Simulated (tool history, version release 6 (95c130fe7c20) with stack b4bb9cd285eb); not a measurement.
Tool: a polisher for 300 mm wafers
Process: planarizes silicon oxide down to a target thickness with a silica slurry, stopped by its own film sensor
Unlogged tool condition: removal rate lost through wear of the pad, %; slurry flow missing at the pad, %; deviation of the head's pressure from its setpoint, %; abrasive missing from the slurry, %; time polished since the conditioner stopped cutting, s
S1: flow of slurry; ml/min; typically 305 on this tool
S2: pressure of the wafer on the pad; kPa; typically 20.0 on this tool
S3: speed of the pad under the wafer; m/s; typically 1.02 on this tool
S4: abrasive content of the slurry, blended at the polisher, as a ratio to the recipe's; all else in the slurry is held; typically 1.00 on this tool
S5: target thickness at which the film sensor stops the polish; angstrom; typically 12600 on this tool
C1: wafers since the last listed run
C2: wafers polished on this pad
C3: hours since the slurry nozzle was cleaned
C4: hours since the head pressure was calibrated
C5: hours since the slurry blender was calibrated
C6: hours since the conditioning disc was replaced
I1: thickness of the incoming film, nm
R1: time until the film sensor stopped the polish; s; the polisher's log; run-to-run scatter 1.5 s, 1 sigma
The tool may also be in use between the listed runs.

run	day	S1	S2	S3	S4	S5	C1	C2	C3	C4	C5	C6	I1	R1
1	0.000	355	22.1	1.02	1.00	12600	0	1534	114.3	705.6	99.2	499.9	1387.3	78.0
2	2.875	355	22.1	1.02	1.00	12600	736	2271	183.3	774.6	168.2	568.9	1397.9	87.8
# day 4.700: worn pad replaced by a new one
3	4.796	305	20.0	1.02	1.00	12600	449	24	229.4	820.7	214.3	615.0	1420.6	97.0
# day 5.962: conditioning disc replaced and pad reconditioned
# day 6.425: slurry nozzle cleaned
4	7.308	305	20.0	1.02	1.00	12600	611	636	21.2	881.0	274.6	32.3	1428.9	109.8
# day 8.004: slurry blender recalibrated
5	8.342	305	20.0	1.02	1.00	12600	243	879	46.0	905.8	8.1	57.1	1406.6	99.5
6	10.171	305	20.0	1.02	1.00	12600	468	1348	89.9	949.7	52.0	101.0	1410.9	106.2
7	13.021	305	20.0	1.02	1.00	12600	730	2079	158.3	1018.1	120.4	169.4	1416.3	112.3
8	15.429	305	15.2	1.02	1.00	12600	617	2696	216.1	1075.9	178.2	227.2	1393.7	118.7
# day 16.196: worn pad replaced by a new one
9	18.342	305	15.2	1.02	1.00	12600	703	549	286.0	1145.8	248.1	297.1	1392.8	111.6
# day 19.046: slurry nozzle cleaned
10	19.371	305	20.0	1.02	1.00	12600	253	802	7.8	1170.5	272.8	321.8	1408.0	100.1
# day 20.571: slurry blender recalibrated
11	21.075	305	20.0	1.02	1.20	12600	415	1218	48.7	1211.4	12.1	362.7	1398.7	89.2
# day 21.275: head pressure recalibrated
12	22.596	305	20.0	1.02	1.20	12600	368	1586	85.2	31.7	48.6	399.2	1425.9	100.8
13	25.054	305	20.0	1.02	1.20	12600	630	2216	144.2	90.7	107.6	458.2	1387.9	80.6
# day 27.092: conditioning disc replaced and pad reconditioned
# day 27.742: worn pad replaced by a new one
14	27.762	260	24.8	1.02	1.10	12600	630	5	209.2	155.7	172.6	16.1	1390.9	64.5
15	29.179	305	20.0	0.84	1.15	12090	363	368	243.2	189.7	206.6	50.1	1407.4	133.1
# day 31.733: slurry nozzle cleaned
16	31.896	305	20.0	1.02	1.00	12600	685	1054	3.9	254.9	271.8	115.3	1403.7	96.6
# day 32.600: slurry blender recalibrated
17	33.375	305	15.2	1.02	1.00	12600	357	1412	39.4	290.4	18.6	150.8	1406.9	126.5
18	35.558	305	20.0	1.02	1.00	12600	559	1971	91.8	342.8	71.0	203.2	1394.9	92.6
19	37.346	305	26.9	1.02	1.00	12600	458	2429	134.7	385.7	113.9	246.1	1425.8	90.9
20	38.779	360	20.0	1.32	1.15	12990	367	2797	169.1	420.1	148.3	280.5	1421.4	68.4
# day 39.167: worn pad replaced by a new one
21	41.167	410	17.2	1.26	1.00	12890	569	512	226.4	477.4	205.6	337.8	1387.3	61.9
22	42.725	305	20.0	0.82	1.00	12600	399	912	263.8	514.8	243.0	375.2	1433.2	128.0
# day 43.550: slurry nozzle cleaned
# day 44.196: slurry blender recalibrated
23	45.492	305	20.0	1.20	1.00	12470	677	1589	46.6	581.2	31.1	441.6	1403.4	98.4
# day 48.046: conditioning disc replaced and pad reconditioned
24	49.771	360	26.9	1.02	1.20	12880	1075	2664	149.3	683.9	133.8	41.4	1413.1	62.3
# day 49.979: worn pad replaced by a new one
25	51.025	305	20.0	1.02	1.00	12600	278	268	179.4	714.0	163.9	71.5	1405.2	92.5
# day 56.150: slurry blender recalibrated
# day 56.567: slurry nozzle cleaned
26	58.492	305	20.0	1.02	1.00	12600	1881	2149	46.2	893.2	56.2	250.7	1393.8	96.0

Per-run results on a tool with no hidden state, each run keeping its own random variation:
run	R1
1	64.1
2	70.7
3	89.8
4	94.5
5	84.0
6	87.4
7	90.3
8	94.5
9	96.1
10	84.3
11	73.2
12	88.5
13	68.9
14	61.7
15	120.8
16	82.2
17	105.2
18	75.4
19	73.0
20	54.6
21	54.7
22	109.2
23	80.9
24	49.8
25	82.8
26	76.8

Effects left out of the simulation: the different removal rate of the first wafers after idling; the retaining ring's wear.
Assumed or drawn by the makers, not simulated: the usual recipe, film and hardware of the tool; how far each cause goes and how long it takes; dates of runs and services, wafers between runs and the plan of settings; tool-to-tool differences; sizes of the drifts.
